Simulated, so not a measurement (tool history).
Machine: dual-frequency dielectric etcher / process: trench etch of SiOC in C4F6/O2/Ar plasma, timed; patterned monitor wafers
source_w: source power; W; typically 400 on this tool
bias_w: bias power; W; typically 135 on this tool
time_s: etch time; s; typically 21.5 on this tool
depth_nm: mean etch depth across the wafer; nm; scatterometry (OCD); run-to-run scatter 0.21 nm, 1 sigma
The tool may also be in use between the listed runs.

run	hour	source_w	bias_w	time_s	wafers since the last listed run	hours since the last wet clean	hours since the last source power generator calibration	hours since the last bias power generator calibration	hours since the last upper electrode change	hours since the gauge calibration	read-back reference wafer on the same gauge, depth_nm	depth_nm
1	0.0	400	135	21.5	0	17.3	2477.4	1494.6	5405.3	163.3	33.75	39.70
2	25.0	400	135	21.5	506	42.3	2502.4	1519.6	5430.3	188.3	33.74	39.49
3	41.4	400	135	21.5	332	58.7	2518.8	1536.0	5446.7	204.7	33.71	39.17
4	72.3	400	135	21.5	626	89.6	2549.7	1566.9	5477.6	235.6	33.79	39.63
5	143.9	400	135	21.5	1451	161.2	2621.3	1638.5	5549.2	307.2	33.81	39.51
6	172.8	400	135	21.5	585	190.1	2650.2	1667.4	5578.1	336.1	33.83	39.25
7	233.9	400	135	21.5	1238	251.2	2711.3	1728.5	5639.2	397.2	33.72	38.86
8	263.5	400	135	21.5	599	280.8	2740.9	1758.1	5668.8	426.8	33.78	39.05
9	276.9	400	135	21.5	271	294.2	2754.3	1771.5	5682.2	440.2	33.76	38.80
10	293.8	400	135	21.5	342	311.1	2771.2	1788.4	5699.1	457.1	33.80	38.80
# hour 330.7: upper electrode replaced, of another model than before
11	331.2	400	135	21.5	271	348.5	2808.6	1825.8	0.5	494.5	33.86	38.87
12	355.4	400	135	21.5	490	372.7	2832.8	1850.0	24.7	518.7	33.77	38.46
13	373.7	400	113	27.5	370	391.0	2851.1	1868.3	43.0	537.0	33.80	46.39
14	403.7	450	135	21.5	608	421.0	2881.1	1898.3	73.0	567.0	33.79	41.59
15	436.7	400	125	27.0	668	454.0	2914.1	1931.3	106.0	600.0	33.82	46.91
# hour 463.5: source power generator calibrated
16	470.2	400	135	21.5	597	487.5	6.7	1964.8	139.5	633.5	33.79	38.34
17	487.7	400	109	21.5	354	505.0	24.2	1982.3	157.0	651.0	33.79	35.84
# hour 550.7: gauge calibrated
# hour 573.4: wet clean of the chamber
18	573.9	460	135	21.5	1260	0.5	110.4	2068.5	243.2	23.2	33.79	43.27
19	581.3	300	113	21.5	149	7.9	117.8	2075.9	250.6	30.6	33.79	30.63
20	600.0	400	135	17.0	379	26.6	136.5	2094.6	269.3	49.3	33.75	31.54
# hour 607.9: bias power generator calibrated
21	612.1	400	147	23.5	164	38.7	148.6	4.2	281.4	61.4	33.72	44.67
22	645.5	400	135	21.5	676	72.1	182.0	37.6	314.8	94.8	33.78	39.66
23	674.3	400	144	21.5	583	100.9	210.8	66.4	343.6	123.6	33.87	40.22
24	687.5	400	135	21.5	267	114.1	224.0	79.6	356.8	136.8	33.79	39.38
25	719.5	440	135	21.5	648	146.1	256.0	111.6	388.8	168.8	33.77	41.83
26	745.2	440	112	25.5	520	171.8	281.7	137.3	414.5	194.5	33.84	46.60
27	764.2	400	121	26.5	385	190.8	300.7	156.3	433.5	213.5	33.71	46.75
28	780.1	450	167	24.5	322	206.7	316.6	172.2	449.4	229.4	33.80	51.31
29	814.2	400	135	21.5	691	240.8	350.7	206.3	483.5	263.5	33.79	39.21
30	837.3	400	135	17.5	468	263.9	373.8	229.4	506.6	286.6	33.82	31.89

What the log doesn't show, run by run:
source power that arrives over what is set, %: 0 at every run
bias power that arrives over what is set, %: 0 at every run
gauge reads high (%): 0 at every run
H1: etch rate over this chamber's usual, %
run	H1
1	0.124
2	-0.0888
3	-0.228
4	-0.491
5	-1.1
6	-1.35
7	-1.87
8	-2.12
9	-2.23
10	-2.37
11	-2.69
12	-2.9
13	-3.05
14	-3.31
15	-3.59
16	-3.88
17	-4.02
18	0.658
19	0.595
20	0.436
21	0.333
22	0.0491
23	-0.196
24	-0.308
25	-0.58
26	-0.799
27	-0.96
28	-1.1
29	-1.39
30	-1.58

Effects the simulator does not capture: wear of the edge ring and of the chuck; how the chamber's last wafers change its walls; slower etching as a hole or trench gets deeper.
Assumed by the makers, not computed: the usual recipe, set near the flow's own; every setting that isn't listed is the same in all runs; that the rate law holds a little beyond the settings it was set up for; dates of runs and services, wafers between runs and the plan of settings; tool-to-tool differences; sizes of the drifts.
